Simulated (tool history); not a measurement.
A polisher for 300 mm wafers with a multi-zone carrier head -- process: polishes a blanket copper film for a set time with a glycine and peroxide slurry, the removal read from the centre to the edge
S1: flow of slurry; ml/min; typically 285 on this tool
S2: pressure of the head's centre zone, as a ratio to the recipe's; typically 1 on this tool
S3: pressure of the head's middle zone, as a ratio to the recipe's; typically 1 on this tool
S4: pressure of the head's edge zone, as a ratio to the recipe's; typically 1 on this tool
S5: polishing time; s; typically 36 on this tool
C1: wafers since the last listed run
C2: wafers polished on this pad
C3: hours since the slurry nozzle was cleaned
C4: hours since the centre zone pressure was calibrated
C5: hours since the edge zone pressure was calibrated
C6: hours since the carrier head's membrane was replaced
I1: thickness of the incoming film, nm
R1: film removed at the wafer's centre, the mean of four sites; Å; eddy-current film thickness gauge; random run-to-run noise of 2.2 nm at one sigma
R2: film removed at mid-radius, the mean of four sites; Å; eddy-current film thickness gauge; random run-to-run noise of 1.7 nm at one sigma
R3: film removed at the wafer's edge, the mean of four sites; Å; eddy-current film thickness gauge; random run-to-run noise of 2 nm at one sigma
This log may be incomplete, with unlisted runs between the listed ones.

Run 1, day 0: usual settings; C1 0; C2 408; C3 467.5; C4 244.6; C5 450.8; C6 1001.1; I1 1608.6. Result: R1 1444 Å, R2 1473 Å, R3 1520 Å.
Run 2, day 0.608: usual settings; C1 168; C2 577; C3 482.1; C4 259.2; C5 465.4; C6 1015.7; I1 1621.7. Result: R1 1436 Å, R2 1480 Å, R3 1508 Å.
Run 3, day 0.912: usual settings; C1 84; C2 661; C3 489.4; C4 266.5; C5 472.7; C6 1023; I1 1590.2. Result: R1 1443 Å, R2 1468 Å, R3 1507 Å.
Run 4, day 1.612: usual settings; C1 193; C2 854; C3 506.2; C4 283.3; C5 489.5; C6 1039.8; I1 1607.2. Result: R1 1456 Å, R2 1444 Å, R3 1491 Å.
Run 5, day 2.129: usual settings; C1 142; C2 997; C3 518.6; C4 295.7; C5 501.9; C6 1052.2; I1 1638.6. Result: R1 1425 Å, R2 1446 Å, R3 1464 Å.
Run 6, day 2.729: usual settings; C1 165; C2 1163; C3 533; C4 310.1; C5 516.3; C6 1066.6; I1 1644.2. Result: R1 1438 Å, R2 1483 Å, R3 1519 Å.
At day 3.496: worn pad replaced by a new one.
Run 7, day 4.667: usual settings but S1 325 ml/min, S2 1.07; C1 489; C2 323; C3 579.5; C4 356.6; C5 562.8; C6 1113.1; I1 1586. Result: R1 1498 Å, R2 1449 Å, R3 1467 Å.
Run 8, day 5.283: usual settings but S1 325 ml/min, S2 1.07; C1 170; C2 494; C3 594.3; C4 371.4; C5 577.6; C6 1127.9; I1 1599.6. Result: R1 1521 Å, R2 1441 Å, R3 1500 Å.
Run 9, day 5.767: usual settings; C1 133; C2 627; C3 605.9; C4 383; C5 589.2; C6 1139.5; I1 1634.7. Result: R1 1364 Å, R2 1392 Å, R3 1476 Å.
Run 10, day 6.508: usual settings but S3 0.9; C1 204; C2 832; C3 623.7; C4 400.8; C5 607; C6 1157.3; I1 1604.4. Result: R1 1333 Å, R2 1264 Å, R3 1481 Å.
Run 11, day 6.871: usual settings; C1 100; C2 932; C3 632.4; C4 409.5; C5 615.7; C6 1166; I1 1593.7. Result: R1 1372 Å, R2 1380 Å, R3 1425 Å.
Run 12, day 7.329: usual settings but S1 330 ml/min; C1 126; C2 1059; C3 643.4; C4 420.5; C5 626.7; C6 1177; I1 1600.7. Result: R1 1401 Å, R2 1406 Å, R3 1496 Å.
Run 13, day 7.879: usual settings but S5 47 s; C1 151; C2 1211; C3 656.6; C4 433.7; C5 639.9; C6 1190.2; I1 1605.2. Result: R1 1764 Å, R2 1772 Å, R3 1937 Å.
Run 14, day 8.2: usual settings; C1 88; C2 1300; C3 664.3; C4 441.4; C5 647.6; C6 1197.9; I1 1589. Result: R1 1318 Å, R2 1346 Å, R3 1457 Å.
At day 8.279: slurry nozzle cleaned.
At day 8.642: worn pad replaced by a new one, of another model than before.
Run 15, day 8.812: usual settings but S1 210 ml/min, S2 0.96, S3 1.08, S5 24 s; C1 111; C2 46; C3 12.8; C4 456.1; C5 662.3; C6 1212.6; I1 1641. Result: R1 873 Å, R2 967 Å, R3 974 Å.
Run 16, day 9.15: usual settings but S2 0.91, S5 43 s; C1 93; C2 139; C3 20.9; C4 464.2; C5 670.4; C6 1220.7; I1 1622.8. Result: R1 1637 Å, R2 1795 Å, R3 1877 Å.
At day 10.5: edge zone pressure recalibrated.
At day 10.621: centre zone pressure recalibrated.
At day 10.646: carrier head's membrane replaced by a new one.
Run 17, day 10.754: usual settings but S3 0.95, S4 1.03, S5 30 s; C1 389; C2 529; C3 59.4; C4 3.2; C5 6.1; C6 2.6; I1 1607.5. Result: R1 1230 Å, R2 1206 Å, R3 1332 Å.
Run 18, day 11.346: usual settings but S2 0.91, S5 43 s; C1 163; C2 692; C3 73.6; C4 17.4; C5 20.3; C6 16.8; I1 1610.6. Result: R1 1621 Å, R2 1837 Å, R3 1828 Å.
Run 19, day 11.746: usual settings but S5 32 s; C1 110; C2 803; C3 83.2; C4 27; C5 29.9; C6 26.4; I1 1589.8. Result: R1 1331 Å, R2 1363 Å, R3 1403 Å.
Run 20, day 12.075: usual settings but S1 210 ml/min, S4 0.95; C1 90; C2 894; C3 91.1; C4 34.9; C5 37.8; C6 34.3; I1 1625.3. Result: R1 1318 Å, R2 1382 Å, R3 1416 Å.
Run 21, day 12.533: usual settings but S2 1.04, S3 1.03; C1 126; C2 1021; C3 102.1; C4 45.9; C5 48.8; C6 45.3; I1 1617.2. Result: R1 1542 Å, R2 1543 Å, R3 1566 Å.
Run 22, day 13.221: usual settings but S2 1.03, S3 1.05, S4 1.11, S5 43 s; C1 189; C2 1210; C3 118.6; C4 62.4; C5 65.3; C6 61.8; I1 1607.6. Result: R1 1865 Å, R2 1848 Å, R3 1958 Å.
At day 13.779: worn pad replaced by a new one.
Run 23, day 13.8: usual settings but S2 0.9, S3 1.09; C1 113; C2 6; C3 132.5; C4 76.3; C5 79.2; C6 75.7; I1 1617.4. Result: R1 1354 Å, R2 1605 Å, R3 1546 Å.

State the hidden condition of the tool at each of the runs:
removal rate lost through wear of the pad, %: 0 at every run
deviation of the centre zone's pressure from its setpoint, %: 0 at every run
deviation of the edge zone's pressure from its setpoint, %: 0 at every run
H1: slurry flow missing at the pad, %
run    H1
  1  26.2
  2  27.7
  3  28.4
  4  30.2
  5  31.6
  6  33.2
  7  38.8
  8  40.6
  9  42.1
 10  44.5
 11  45.6
 12  47.1
 13    49
 14  50.1
 15  3.65
 16  3.68
 17  4.01
 18  4.21
 19  4.37
 20  4.52
 21  4.75
 22  5.14
 23  5.51
